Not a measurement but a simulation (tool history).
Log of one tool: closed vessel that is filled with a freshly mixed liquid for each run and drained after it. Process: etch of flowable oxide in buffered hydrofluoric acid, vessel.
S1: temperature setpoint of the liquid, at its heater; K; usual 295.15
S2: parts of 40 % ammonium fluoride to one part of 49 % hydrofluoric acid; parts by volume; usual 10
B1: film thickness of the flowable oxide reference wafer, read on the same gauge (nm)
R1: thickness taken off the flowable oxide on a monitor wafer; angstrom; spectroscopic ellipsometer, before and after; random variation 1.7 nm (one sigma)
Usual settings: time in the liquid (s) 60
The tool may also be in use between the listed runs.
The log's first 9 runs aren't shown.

{"run": 10, "day": 21.438, "S1": 295.15, "S2": 10, "time in the liquid (s)": 60, "B1": 103.9, "R1": 2172.2}
{"run": 11, "day": 23.971, "S1": 295.15, "S2": 13, "time in the liquid (s)": 60, "B1": 104.23, "R1": 1685.8}
{"run": 12, "day": 26.912, "S1": 295.15, "S2": 13, "time in the liquid (s)": 60, "B1": 104.51, "R1": 1695.8}
{"day": 27.708, "done": "hydrofluoric acid flow meter replaced"}
{"run": 13, "day": 28.008, "S1": 292.65, "S2": 7, "time in the liquid (s)": 30, "B1": 104.67, "R1": 1355.5}
{"run": 14, "day": 29.921, "S1": 290.65, "S2": 7.5, "time in the liquid (s)": 50, "B1": 104.92, "R1": 1871.2}
{"run": 15, "day": 31.517, "S1": 295.15, "S2": 11, "time in the liquid (s)": 60, "B1": 105.07, "R1": 2008.7}
{"run": 16, "day": 34.221, "S1": 295.15, "S2": 10, "time in the liquid (s)": 60, "B1": 105.46, "R1": 2232}
{"run": 17, "day": 41.088, "S1": 295.15, "S2": 10, "time in the liquid (s)": 60, "B1": 106.45, "R1": 2255.6}
{"run": 18, "day": 43.042, "S1": 295.15, "S2": 10, "time in the liquid (s)": 50, "B1": 106.73, "R1": 1862.6}

Run 19 comes next. What will it give?
{"run": 19, "day": 44.479, "S1": 290.65, "S2": 7.5, "time in the liquid (s)": 50, "B1": "?", "R1": "?"}

Run 19 gave B1 106.97, R1 1894.6 angstrom.
Without the tool's hidden state the same run would have given R1 1770.9 angstrom.
